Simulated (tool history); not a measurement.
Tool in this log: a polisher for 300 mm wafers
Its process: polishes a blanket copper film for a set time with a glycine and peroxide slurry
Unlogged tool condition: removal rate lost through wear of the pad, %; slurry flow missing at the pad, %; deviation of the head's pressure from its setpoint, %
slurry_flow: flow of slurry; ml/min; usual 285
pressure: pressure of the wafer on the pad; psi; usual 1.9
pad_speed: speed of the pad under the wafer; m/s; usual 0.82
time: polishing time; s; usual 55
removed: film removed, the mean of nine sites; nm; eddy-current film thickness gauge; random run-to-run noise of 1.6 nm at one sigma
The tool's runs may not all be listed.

run     day  slurry_flow  pressure  pad_speed  time  wafers since the last listed run  wafers polished on this pad  hours since the slurry nozzle was cleaned  hours since the head pressure was calibrated  incoming thickness of the incoming film, nm  removed
  1       0          285       1.9       0.64    55                                 0                          147                                      344.7                                         189.1                                       2137.4    182.7
  2   2.621          285       1.9       0.64    55                               377                          525                                      407.6                                           252                                       2156.3    181.7
  3   6.471          260       1.4       0.82    55                               554                         1080                                        500                                         344.4                                       2148.2    165.9
       9.65  -- slurry nozzle cleaned
  4   9.762          260       1.4       0.82    55                               468                         1548                                        2.7                                         423.4                                       2186.7    171.5
     12.946  -- worn pad replaced by a new one
  5  13.721          210       1.9       0.64    55                               546                          111                                       97.7                                         518.4                                       2151.4      179
  6  18.075          285       2.1       0.82    55                               627                          739                                      202.2                                         622.9                                       2175.8    223.7
     21.225  -- head pressure recalibrated
  7    21.8          285       2.1       0.82    55                               524                         1264                                      291.6                                          13.8                                       2153.5    218.7
     24.779  -- worn pad replaced by a new one
     30.858  -- slurry nozzle cleaned
  8   33.15          285       2.1       0.82    55                              1606                         1200                                         55                                         286.2                                       2195.2    219.6
  9  35.038          285       1.9       0.82    55                               272                         1472                                      100.3                                         331.5                                       2143.3    205.4
      36.65  -- worn pad replaced by a new one
 10  39.521          285       1.9       0.82    55                               622                          413                                      207.9                                         439.1                                       2178.2    204.1
 11  41.417          285       1.9       0.82    40                               273                          687                                      253.4                                         484.6                                       2182.4    151.4
 12  42.996          340       1.9       0.82    55                               227                          914                                      291.3                                         522.5                                       2145.5    208.4
 13  46.925          205       1.9        0.7    55                               566                         1481                                      385.6                                         616.8                                       2166.2    180.4
     48.917  -- worn pad replaced by a new one
 14  50.408          235       1.6       1.02    72                               478                          215                                      469.2                                         700.4                                       2172.8    258.2
     52.108  -- head pressure recalibrated
 15  53.021          285       1.9       0.82    55                               364                          579                                      531.9                                          21.9                                       2197.3    198.6
     54.483  -- slurry nozzle cleaned
 16   57.25          285       1.9       0.82    69                               603                         1183                                       66.4                                         123.4                                       2195.7    258.2
 17  61.367          285       1.9       0.82    55                               593                         1776                                      165.2                                         222.2                                       2176.5    204.9
     63.008  -- worn pad replaced by a new one
 18  63.617          285       1.9       0.82    49                               300                           87                                      219.2                                         276.2                                       2151.3    184.2
 19  65.896          285       1.9       0.74    66                               328                          416                                      273.9                                         330.9                                         2185    235.1
 20  69.317          380       1.9       0.62    38                               493                          909                                        356                                           413                                       2128.2    127.5

The tool's hidden state at each run:
removal rate lost through wear of the pad, %: 0 at every run
deviation of the head's pressure from its setpoint, %: 0 at every run
H1: slurry flow missing at the pad, %
run    H1
  1  23.9
  2  31.4
  3  44.5
  4  1.69
  5  3.19
  6  8.11
  7    15
  8  10.3
  9  11.4
 10  16.6
 11  19.9
 12  23.1
 13  33.1
 14  44.4
 15  54.2
 16  3.86
 17  7.45
 18  10.7
 19  14.9
 20  23.1
